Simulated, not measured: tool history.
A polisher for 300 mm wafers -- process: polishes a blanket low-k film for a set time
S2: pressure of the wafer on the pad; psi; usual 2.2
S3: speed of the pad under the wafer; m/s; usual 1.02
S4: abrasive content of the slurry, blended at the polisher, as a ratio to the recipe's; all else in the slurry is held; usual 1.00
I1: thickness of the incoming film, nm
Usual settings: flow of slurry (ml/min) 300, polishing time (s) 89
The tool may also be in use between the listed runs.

{"run": 1, "hour": 0.0, "flow of slurry (ml/min)": 300, "S2": 2.2, "S3": 1.02, "S4": 1.0, "polishing time (s)": 89, "I1": 688.0, "film removed (nm)": 36.8}
{"run": 2, "hour": 14.4, "flow of slurry (ml/min)": 300, "S2": 2.2, "S3": 1.02, "S4": 1.0, "polishing time (s)": 89, "I1": 673.6, "film removed (nm)": 37.2}
{"run": 3, "hour": 30.2, "flow of slurry (ml/min)": 300, "S2": 2.2, "S3": 1.02, "S4": 1.0, "polishing time (s)": 78, "I1": 688.2, "film removed (nm)": 32.4}
{"run": 4, "hour": 40.7, "flow of slurry (ml/min)": 300, "S2": 2.2, "S3": 1.02, "S4": 1.0, "polishing time (s)": 78, "I1": 676.9, "film removed (nm)": 32.5}
{"run": 5, "hour": 49.5, "flow of slurry (ml/min)": 300, "S2": 2.2, "S3": 1.02, "S4": 1.0, "polishing time (s)": 78, "I1": 692.4, "film removed (nm)": 32.5}
{"run": 6, "hour": 62.9, "flow of slurry (ml/min)": 300, "S2": 2.2, "S3": 1.02, "S4": 1.0, "polishing time (s)": 89, "I1": 682.6, "film removed (nm)": 37.6}
{"run": 7, "hour": 77.4, "flow of slurry (ml/min)": 300, "S2": 2.8, "S3": 1.02, "S4": 1.0, "polishing time (s)": 89, "I1": 677.1, "film removed (nm)": 45.9}
{"run": 8, "hour": 88.4, "flow of slurry (ml/min)": 300, "S2": 2.8, "S3": 1.02, "S4": 1.0, "polishing time (s)": 89, "I1": 673.4, "film removed (nm)": 46.9}
{"hour": 100.8, "done": "conditioning disc replaced and pad reconditioned"}
{"run": 9, "hour": 105.3, "flow of slurry (ml/min)": 300, "S2": 2.8, "S3": 1.02, "S4": 1.0, "polishing time (s)": 89, "I1": 679.5, "film removed (nm)": 46.5}
{"run": 10, "hour": 122.9, "flow of slurry (ml/min)": 300, "S2": 2.2, "S3": 1.02, "S4": 1.0, "polishing time (s)": 89, "I1": 681.2, "film removed (nm)": 37.4}
{"run": 11, "hour": 136.8, "flow of slurry (ml/min)": 300, "S2": 2.2, "S3": 0.84, "S4": 1.0, "polishing time (s)": 89, "I1": 686.6, "film removed (nm)": 33.1}
{"run": 12, "hour": 142.9, "flow of slurry (ml/min)": 250, "S2": 1.9, "S3": 1.32, "S4": 0.7, "polishing time (s)": 89, "I1": 687.7, "film removed (nm)": 32.3}
{"run": 13, "hour": 154.7, "flow of slurry (ml/min)": 260, "S2": 2.2, "S3": 1.02, "S4": 1.1, "polishing time (s)": 89, "I1": 683.1, "film removed (nm)": 37.8}
{"hour": 159.6, "done": "worn pad replaced by a new one"}
{"hour": 164.6, "done": "head pressure recalibrated"}
{"run": 14, "hour": 165.1, "flow of slurry (ml/min)": 230, "S2": 2.5, "S3": 0.82, "S4": 1.0, "polishing time (s)": 89, "I1": 679.4, "film removed (nm)": 41.4}
{"hour": 176.3, "done": "slurry nozzle cleaned"}
{"run": 15, "hour": 177.5, "flow of slurry (ml/min)": 250, "S2": 1.9, "S3": 1.32, "S4": 0.7, "polishing time (s)": 89, "I1": 675.6, "film removed (nm)": 37.5}
{"run": 16, "hour": 186.1, "flow of slurry (ml/min)": 300, "S2": 2.2, "S3": 1.28, "S4": 0.8, "polishing time (s)": 89, "I1": 674.1, "film removed (nm)": 45.2}
{"hour": 191.0, "done": "slurry blender recalibrated"}
{"run": 17, "hour": 202.1, "flow of slurry (ml/min)": 210, "S2": 1.9, "S3": 1.24, "S4": 1.0, "polishing time (s)": 73, "I1": 685.4, "film removed (nm)": 33.3}
{"run": 18, "hour": 215.6, "flow of slurry (ml/min)": 255, "S2": 1.4, "S3": 1.24, "S4": 1.0, "polishing time (s)": 89, "I1": 689.8, "film removed (nm)": 30.9}
{"run": 19, "hour": 228.9, "flow of slurry (ml/min)": 300, "S2": 2.2, "S3": 1.02, "S4": 1.0, "polishing time (s)": 89, "I1": 671.8, "film removed (nm)": 42.1}
{"run": 20, "hour": 235.2, "flow of slurry (ml/min)": 300, "S2": 2.2, "S3": 1.02, "S4": 1.0, "polishing time (s)": 89, "I1": 678.8, "film removed (nm)": 42.7}
{"run": 21, "hour": 252.5, "flow of slurry (ml/min)": 300, "S2": 2.2, "S3": 0.76, "S4": 1.0, "polishing time (s)": 89, "I1": 679.4, "film removed (nm)": 35.7}
{"run": 22, "hour": 259.0, "flow of slurry (ml/min)": 300, "S2": 2.2, "S3": 1.02, "S4": 1.0, "polishing time (s)": 89, "I1": 674.7, "film removed (nm)": 42.7}
{"run": 23, "hour": 270.6, "flow of slurry (ml/min)": 300, "S2": 2.2, "S3": 1.02, "S4": 1.15, "polishing time (s)": 89, "I1": 679.8, "film removed (nm)": 44.6}
{"run": 24, "hour": 283.9, "flow of slurry (ml/min)": 240, "S2": 2.2, "S3": 1.02, "S4": 0.75, "polishing time (s)": 99, "I1": 683.0, "film removed (nm)": 40.9}
{"run": 25, "hour": 320.9, "flow of slurry (ml/min)": 300, "S2": 2.8, "S3": 1.02, "S4": 1.0, "polishing time (s)": 75, "I1": 685.6, "film removed (nm)": 44.0}
{"run": 26, "hour": 329.5, "flow of slurry (ml/min)": 300, "S2": 2.2, "S3": 0.86, "S4": 1.0, "polishing time (s)": 89, "I1": 685.9, "film removed (nm)": 37.7}

Branching from run 26: 4 alternative next runs. What would each branch give?
{"run": "A", "hour": 330.0, "flow of slurry (ml/min)": 300, "S2": 2.2, "S3": 1.02, "S4": 1.0, "polishing time (s)": 89, "I1": 673.7, "film removed (nm)": "?"}
{"run": "B", "hour": 330.0, "flow of slurry (ml/min)": 265, "S2": 1.5, "S3": 0.9, "S4": 0.7, "polishing time (s)": 89, "I1": 673.7, "film removed (nm)": "?"}
{"run": "C", "hour": 330.0, "flow of slurry (ml/min)": 300, "S2": 2.2, "S3": 1.02, "S4": 1.1, "polishing time (s)": 89, "I1": 673.7, "film removed (nm)": "?"}
{"run": "D", "hour": 330.0, "flow of slurry (ml/min)": 265, "S2": 2.9, "S3": 1.02, "S4": 1.0, "polishing time (s)": 89, "I1": 673.7, "film removed (nm)": "?"}

run=A film_removed_(nm)=41.6
run=B film_removed_(nm)=22.9
run=C film_removed_(nm)=43.2
run=D film_removed_(nm)=53.7
With no hidden state in the tool, these same runs would have given:
run=A film_removed_(nm)=42.6
run=B film_removed_(nm)=23.5
run=C film_removed_(nm)=44.2
run=D film_removed_(nm)=55.0
